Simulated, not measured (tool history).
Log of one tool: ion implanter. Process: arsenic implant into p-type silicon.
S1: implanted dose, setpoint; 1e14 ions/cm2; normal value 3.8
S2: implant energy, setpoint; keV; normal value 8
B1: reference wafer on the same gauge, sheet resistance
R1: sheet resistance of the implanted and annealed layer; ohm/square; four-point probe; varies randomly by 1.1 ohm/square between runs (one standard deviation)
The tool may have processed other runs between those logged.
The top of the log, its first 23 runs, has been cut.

run,hour,S1,S2,B1,R1
24,523.9,2.83,6.5,308.06,359.73
25,556.5,3.8,8,307.84,279.95
26,573.9,3.8,8,307.91,281.14
# hour 624.9: gauge calibrated
27,634.9,2.97,10,308.06,327.93
28,670.1,3.19,7,308.19,322.03
29,698,3.8,8,308.25,278.63
30,718.7,3.14,10,308.08,314.08
31,751.3,3.8,8,308.06,280.15
32,786.3,3.8,7,308.21,281.68
# hour 799.5: Faraday cup replaced and dose calibrated
33,806.8,3.2,6.5,307.68,331.62
34,832.9,2.72,9.5,307.68,358.72

Below are 4 alternative next runs, each starting from the tool's condition after run 34. Predict each:
A,833.3,3.34,8,?,?
B,833.3,3.01,5.5,?,?
C,833.3,3.01,6.5,?,?
D,833.3,4.62,7,?,?

run,B1,R1
A,308.08,312.65
B,308.08,351.27
C,308.08,345.54
D,308.08,250.43
Without the tool's hidden state the same runs would have given:
run,R1
A,313.25
B,351.95
C,346.21
D,250.87

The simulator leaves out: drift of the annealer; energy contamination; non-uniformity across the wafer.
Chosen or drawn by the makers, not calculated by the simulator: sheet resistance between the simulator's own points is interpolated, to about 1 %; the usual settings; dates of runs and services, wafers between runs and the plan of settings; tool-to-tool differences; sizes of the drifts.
